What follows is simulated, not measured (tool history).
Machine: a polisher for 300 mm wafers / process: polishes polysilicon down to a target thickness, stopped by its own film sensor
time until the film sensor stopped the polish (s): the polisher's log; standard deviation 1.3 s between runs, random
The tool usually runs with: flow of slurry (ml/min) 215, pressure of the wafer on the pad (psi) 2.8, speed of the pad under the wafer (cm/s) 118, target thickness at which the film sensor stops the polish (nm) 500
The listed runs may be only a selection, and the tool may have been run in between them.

run,hour,flow of slurry (ml/min),pressure of the wafer on the pad (psi),speed of the pad under the wafer (cm/s),target thickness at which the film sensor stops the polish (nm),"incoming thickness of the incoming film, nm",time until the film sensor stopped the polish (s)
1,0.0,215,3.4,118,500,1217.7,96.8
2,25.3,215,3.4,118,500,1232.2,94.1
3,42.1,215,3.4,118,500,1228.2,95.1
4,68.5,215,2.8,118,500,1221.5,115.0
5,100.8,215,2.8,118,500,1223.9,120.7
6,115.2,215,2.8,118,500,1222.7,123.9
7,134.6,215,2.8,118,500,1212.3,111.6
8,162.4,215,2.8,118,500,1214.1,108.5
9,183.2,215,2.8,118,500,1216.6,109.8
10,203.8,215,2.8,118,500,1230.9,115.3
11,218.7,180,2.8,108,270,1206.3,165.0
12,236.1,215,3.4,104,643,1244.3,89.4
13,268.9,215,2.8,118,500,1215.9,107.1
14,282.9,215,2.8,134,500,1196.9,98.0
15,329.0,215,3.6,118,500,1224.2,92.2
16,348.3,155,3.6,118,500,1234.4,100.9
17,381.5,160,2.8,118,500,1233.6,114.0
18,394.6,180,1.9,102,729,1241.6,130.2
19,427.4,215,2.8,80,591,1231.6,135.4
20,447.7,215,2.2,152,679,1238.3,94.1
21,479.4,215,2.8,118,500,1236.9,109.5

Not shown: 7 entries that the log had between the listed runs. Between which runs, and how does the tool's hidden state differ before and after?
Logged between run 1 and run 2: worn pad replaced by a new one (hour 3.3)
  removal rate lost through wear of the pad, %: 10.1 -> 3.99; slurry flow missing at the pad, %: 28.1 -> 30.4
  measured less the result without the state, time until the film sensor stopped the polish (s): +13.1 -> +7.5
Logged between run 6 and run 7: worn pad replaced by a new one (hour 122.4)
  removal rate lost through wear of the pad, %: 13.2 -> 3.28; slurry flow missing at the pad, %: 38.7 -> 40.4
  measured less the result without the state, time until the film sensor stopped the polish (s): +22.6 -> +10.3
Logged between run 7 and run 8: slurry nozzle cleaned (hour 158.5)
  removal rate lost through wear of the pad, %: 3.28 -> 6.14; slurry flow missing at the pad, %: 40.4 -> 3.21
  measured less the result without the state, time until the film sensor stopped the polish (s): +10.3 -> +7.0
Logged between run 12 and run 13: worn pad replaced by a new one (hour 240.9)
  removal rate lost through wear of the pad, %: 13.7 -> 5.24; slurry flow missing at the pad, %: 9.96 -> 13
  measured less the result without the state, time until the film sensor stopped the polish (s): +13.1 -> +7.2
Logged between run 14 and run 15: head pressure recalibrated (hour 307.9)
  removal rate lost through wear of the pad, %: 6.68 -> 11.4; slurry flow missing at the pad, %: 14.3 -> 18.5
  measured less the result without the state, time until the film sensor stopped the polish (s): +8.0 -> +12.4
Logged between run 16 and run 17: worn pad replaced by a new one (hour 361.1)
  removal rate lost through wear of the pad, %: 13.4 -> 3.56; slurry flow missing at the pad, %: 20.2 -> 23.3
  measured less the result without the state, time until the film sensor stopped the polish (s): +16.3 -> +8.1
Logged between run 20 and run 21: worn pad replaced by a new one (hour 478.9)
  removal rate lost through wear of the pad, %: 10.4 -> 0.717; slurry flow missing at the pad, %: 29.4 -> 32.3
  measured less the result without the state, time until the film sensor stopped the polish (s): +13.1 -> +5.7
